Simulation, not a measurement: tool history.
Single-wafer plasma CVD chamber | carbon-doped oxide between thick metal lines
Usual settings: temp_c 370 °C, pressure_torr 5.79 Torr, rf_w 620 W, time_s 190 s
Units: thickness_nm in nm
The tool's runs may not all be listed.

run	hour	temp_c	pressure_torr	rf_w	time_s	read-back reference wafer on the same gauge, thickness_nm	thickness_nm
1	0.0	370	5.79	620	190	950.298	987.942
2	17.6	367	5.79	620	208	950.004	1088.912
3	50.6	367	5.79	620	208	949.706	1084.558
4	73.2	370	5.35	620	190	949.380	974.056
5	104.4	370	5.35	620	190	949.558	973.305
6	136.6	370	5.35	620	190	950.133	971.186
7	160.3	370	5.79	620	190	949.485	983.279
8	252.2	370	5.79	620	190	949.686	980.648
9	282.5	384	5.79	620	227	949.991	1176.779
10	373.5	370	5.79	505	190	949.896	808.857
11	413.0	370	6.76	685	171	950.180	1005.698
12	430.2	370	4.98	730	178	949.646	1059.506
13	503.5	370	5.79	620	190	950.181	997.269
14	532.7	359	4.66	705	190	949.631	1110.922
15	565.5	378	5.79	620	190	949.927	981.310

Not shown: 5 entries that the log had between the listed runs. Between which runs, and how does the tool's hidden state differ before and after?
Between runs 7 and 8: gauge calibrated (hour 249.4)
  wafer temperature above the value expected at the setpoint (K): -6.34 -> -6.42; delivered RF power above the setpoint (%): -4.62 -> -4.82
  measured less the result without the state, thickness_nm: -30.745 -> -32.553 nm
Between runs 8 and 9: showerhead replaced (hour 270.8); RF generator calibrated (hour 280.1); capacitance manometer re-zeroed and calibrated (hour 282.0)
  wafer temperature above the value expected at the setpoint (K): -6.42 -> -6.45; delivered RF power above the setpoint (%): -4.82 -> -1.08
  measured less the result without the state, thickness_nm: -32.553 -> +3.155 nm
Between runs 10 and 11: thermocouple changed; heater temperature recalibrated (hour 412.5)
  wafer temperature above the value expected at the setpoint (K): -6.52 -> 0.934; delivered RF power above the setpoint (%): -1.28 -> -1.36
  measured less the result without the state, thickness_nm: +0.743 -> -15.351 nm
